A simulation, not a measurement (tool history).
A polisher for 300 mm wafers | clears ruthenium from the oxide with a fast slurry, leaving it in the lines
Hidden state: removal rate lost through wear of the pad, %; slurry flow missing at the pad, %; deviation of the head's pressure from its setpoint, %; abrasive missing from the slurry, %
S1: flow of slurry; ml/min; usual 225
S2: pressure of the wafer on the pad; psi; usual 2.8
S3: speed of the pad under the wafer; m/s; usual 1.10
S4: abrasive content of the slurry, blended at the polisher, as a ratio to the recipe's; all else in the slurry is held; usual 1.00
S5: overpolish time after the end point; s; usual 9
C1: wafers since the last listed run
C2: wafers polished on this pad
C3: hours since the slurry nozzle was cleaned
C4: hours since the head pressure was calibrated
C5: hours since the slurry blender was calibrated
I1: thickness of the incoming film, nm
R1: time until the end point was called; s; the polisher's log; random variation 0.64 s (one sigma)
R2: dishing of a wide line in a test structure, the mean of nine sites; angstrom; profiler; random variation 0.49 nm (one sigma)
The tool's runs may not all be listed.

run,day,S1,S2,S3,S4,S5,C1,C2,C3,C4,C5,I1,R1,R2
1,0.000,225,2.5,1.10,1.00,12,0,285,32.8,525.2,49.5,212.2,56.8,335
2,0.683,225,2.8,1.00,1.00,9,153,439,49.2,541.6,65.9,207.1,53.5,254
3,1.308,225,2.8,1.00,1.00,9,140,580,64.2,556.6,80.9,209.2,56.9,257
# day 1.912: slurry blender recalibrated
4,2.462,225,2.8,0.94,1.00,9,241,821,91.9,584.3,13.2,211.1,61.0,230
# day 2.750: worn pad replaced by a new one
5,3.392,225,2.8,1.10,1.00,9,171,144,114.2,606.6,35.5,207.2,51.7,277
# day 6.700: head pressure recalibrated
# day 6.729: slurry blender recalibrated
# day 7.112: worn pad replaced by a new one, of another model than before
6,7.829,225,3.1,1.10,1.00,9,936,161,220.7,27.1,26.4,207.6,43.5,313
7,9.004,225,3.1,1.10,1.00,9,264,426,248.9,55.3,54.6,206.7,42.9,316
8,9.533,225,3.1,1.10,1.00,9,119,545,261.6,68.0,67.3,213.4,43.9,316
9,10.404,225,2.8,1.10,1.00,9,196,741,282.5,88.9,88.2,208.7,45.9,295
# day 10.908: slurry nozzle cleaned
# day 11.342: worn pad replaced by a new one
10,11.388,155,1.9,1.10,1.10,13,174,9,11.5,112.5,111.8,209.9,61.0,332
# day 11.692: slurry blender recalibrated
11,12.158,225,2.8,0.80,1.20,6,154,164,30.0,131.0,11.2,212.1,56.2,176
12,13.450,225,2.8,1.10,1.00,9,290,455,61.0,162.0,42.2,212.8,47.1,299
# day 14.804: worn pad replaced by a new one
13,14.892,295,2.8,1.10,1.25,11,287,20,95.6,196.6,76.8,206.7,42.0,377
14,15.517,225,1.9,1.10,1.20,9,140,160,110.6,211.6,91.8,209.8,55.2,260
# day 16.200: slurry blender recalibrated
15,16.921,225,2.8,1.10,1.00,9,297,458,144.3,245.3,17.3,212.4,47.7,302
16,17.846,150,2.8,0.98,1.15,13,208,666,166.5,267.5,39.5,212.2,51.6,365
# day 18.183: worn pad replaced by a new one
17,18.679,225,2.5,1.10,0.80,13,150,111,186.5,287.5,59.5,211.3,51.7,364
18,19.525,150,2.8,1.10,1.00,9,190,301,206.8,307.8,79.8,206.2,50.0,275

Forecast each of these 5 alternatives for the next run:
A,19.542,225,2.8,1.10,1.00,9,3,305,207.2,308.2,80.2,210.0,?,?
B,19.542,225,3.3,1.40,1.25,7,3,305,207.2,308.2,80.2,210.0,?,?
C,19.542,225,2.5,1.10,1.00,8,3,305,207.2,308.2,80.2,210.0,?,?
D,19.542,290,2.8,0.74,0.85,9,3,305,207.2,308.2,80.2,210.0,?,?
E,19.542,265,2.8,0.84,1.25,9,3,305,207.2,308.2,80.2,210.0,?,?

run,R1,R2
A,47.3,303
B,34.0,325
C,50.4,258
D,62.2,237
E,52.8,275
Without the tool's hidden state the same runs would have given:
run,R1,R2
A,46.8,306
B,33.6,328
C,49.9,260
D,61.6,240
E,52.2,278
